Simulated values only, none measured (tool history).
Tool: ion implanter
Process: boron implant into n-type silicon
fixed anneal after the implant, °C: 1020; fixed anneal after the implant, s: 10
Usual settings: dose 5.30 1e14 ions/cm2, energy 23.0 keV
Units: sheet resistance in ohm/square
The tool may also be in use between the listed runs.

run,hour,dose,energy,"read-back reference wafer on the same gauge, sheet resistance",sheet resistance
1,0.0,5.30,23.0,251.99,213.27
2,97.9,5.30,23.0,252.26,211.70
3,181.7,5.30,23.0,252.24,212.48
4,275.2,5.30,23.0,252.05,211.17
5,315.5,5.30,23.0,251.97,212.47
6,399.0,5.30,23.0,251.87,211.22
7,448.1,5.30,20.5,252.12,214.28
8,488.0,5.30,20.5,251.81,214.81
9,535.1,5.30,20.5,251.91,214.54
10,584.0,5.30,23.0,251.93,209.96
11,651.2,5.30,23.0,251.92,211.70
# hour 672.1: gauge calibrated
12,718.3,5.30,23.0,251.98,210.94
13,824.8,4.87,23.0,251.97,226.99
# hour 841.8: Faraday cup replaced and dose calibrated
14,875.9,4.87,23.0,252.00,229.46
15,944.7,5.30,19.5,252.13,216.98
16,995.3,5.30,23.0,252.03,213.12
17,1036.2,4.67,15.0,252.18,247.10
# hour 1055.0: extraction supply calibrated
18,1083.8,5.30,23.0,252.01,212.48
19,1184.2,5.30,23.0,252.06,213.67
20,1254.4,3.82,23.0,251.82,278.30
21,1350.1,5.72,23.0,251.81,198.86
22,1391.5,5.30,23.0,252.15,211.20
23,1497.8,6.57,27.0,252.18,175.00
24,1556.7,6.88,28.0,252.05,167.43
25,1623.0,4.38,26.0,251.97,245.58
26,1903.7,3.88,17.0,251.99,281.59
27,1972.2,6.60,23.0,251.87,174.80
28,2014.0,5.30,23.0,252.08,212.01
# hour 2027.2: Faraday cup replaced and dose calibrated
29,2101.1,6.65,23.0,252.03,176.57
30,2140.8,3.94,23.0,251.87,272.42
31,2195.3,5.30,23.0,251.94,213.31
32,2296.9,5.30,25.5,252.09,211.17
33,2384.1,4.69,30.5,251.94,228.42
34,2688.4,3.97,17.5,251.91,276.40
35,2728.9,6.78,19.0,252.06,175.74
36,2819.9,3.86,28.5,252.08,267.77
37,2877.7,5.30,23.0,252.02,212.43

Hidden state or all else? Some run-to-run changes of sheet resistance, split into what the settings, what came in and random variation would give without the hidden state, and what is left for the hidden state (with any gauge scatter that isn't in both results):
The hidden state here: deviation of the true dose from the Faraday cup's reading, %; deviation of the true energy from its setpoint, %; gauge reads high (%).
Run 13 -> 14: Faraday cup replaced and dose calibrated. sheet resistance +2.47 ohm/square: hidden state +3.08, all else -0.61.
Run 26 -> 27: dose 3.88 -> 6.60, energy 17.0 -> 23.0. sheet resistance -106.79 ohm/square: hidden state +1.18, all else -107.97.
Run 28 -> 29: dose 5.30 -> 6.65, Faraday cup replaced and dose calibrated. sheet resistance -35.44 ohm/square: hidden state +2.31, all else -37.75.
Run 29 -> 30: dose 6.65 -> 3.94. sheet resistance +95.85 ohm/square: hidden state -0.53, all else +96.38.
Run 33 -> 34: dose 4.69 -> 3.97, energy 30.5 -> 17.5. sheet resistance +47.98 ohm/square: hidden state -1.25, all else +49.23.
Run 34 -> 35: dose 3.97 -> 6.78, energy 17.5 -> 19.0. sheet resistance -100.66 ohm/square: hidden state +0.97, all else -101.63.
